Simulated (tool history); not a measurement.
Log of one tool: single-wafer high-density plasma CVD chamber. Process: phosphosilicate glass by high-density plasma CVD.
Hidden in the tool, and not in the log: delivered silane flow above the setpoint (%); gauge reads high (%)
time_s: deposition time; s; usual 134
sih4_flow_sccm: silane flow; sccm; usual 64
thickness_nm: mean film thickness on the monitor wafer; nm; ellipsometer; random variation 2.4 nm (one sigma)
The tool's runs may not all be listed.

run	hour	time_s	sih4_flow_sccm	wafers since the last listed run	hours since the silane flow controller was replaced	hours since the gauge calibration	read-back reference wafer on the same gauge, thickness_nm	thickness_nm
1	0.0	134	64	0	3682.3	6.5	739.686	877.735
2	23.7	134	64	284	3706.0	30.2	738.754	876.118
3	30.6	134	64	82	3712.9	37.1	739.125	882.826
4	47.5	134	56	202	3729.8	54.0	739.129	784.486
5	59.8	134	56	147	3742.1	66.3	738.775	788.774
6	67.0	134	56	86	3749.3	73.5	739.419	787.378
7	84.4	134	64	208	3766.7	90.9	739.026	879.858
8	98.5	134	64	169	3780.8	105.0	738.384	877.799
9	106.7	134	64	98	3789.0	113.2	738.828	877.345
# hour 116.2: silane flow controller replaced
10	123.8	134	64	109	7.6	130.3	738.366	881.403
11	139.7	134	64	190	23.5	146.2	739.876	880.750
12	149.8	134	64	121	33.6	156.3	738.900	877.508
13	160.4	159	60	127	44.2	166.9	738.784	989.814
14	176.5	155	58	193	60.3	183.0	738.205	932.438
15	193.5	122	71	204	77.3	200.0	738.882	870.570
16	206.8	150	70	159	90.6	213.3	738.339	1061.540
17	219.5	134	64	152	103.3	226.0	739.018	880.359
18	231.0	134	64	138	114.8	237.5	738.973	881.350
# hour 235.1: gauge calibrated
19	261.7	150	61	368	145.5	26.6	738.517	946.804
20	272.8	134	64	133	156.6	37.7	739.032	878.280
21	290.8	134	54	216	174.6	55.7	738.924	757.749
22	298.6	156	71	93	182.4	63.5	739.343	1118.810
23	305.6	150	59	84	189.4	70.5	739.684	919.306
24	322.9	161	64	207	206.7	87.8	738.802	1058.361
25	331.6	151	72	104	215.4	96.5	738.503	1094.312

Forecast each of these 4 alternatives for the next run:
A	332.0	121	64	4	215.8	96.9	?	?
B	332.0	142	58	4	215.8	96.9	?	?
C	332.0	146	64	4	215.8	96.9	?	?
D	332.0	147	72	4	215.8	96.9	?	?

run	read-back reference wafer on the same gauge, thickness_nm	thickness_nm
A	739.602	791.164
B	739.602	855.425
C	739.602	954.628
D	739.602	1061.995
Without the tool's hidden state the same runs would have given:
run	thickness_nm
A	791.164
B	855.425
C	954.628
D	1061.995

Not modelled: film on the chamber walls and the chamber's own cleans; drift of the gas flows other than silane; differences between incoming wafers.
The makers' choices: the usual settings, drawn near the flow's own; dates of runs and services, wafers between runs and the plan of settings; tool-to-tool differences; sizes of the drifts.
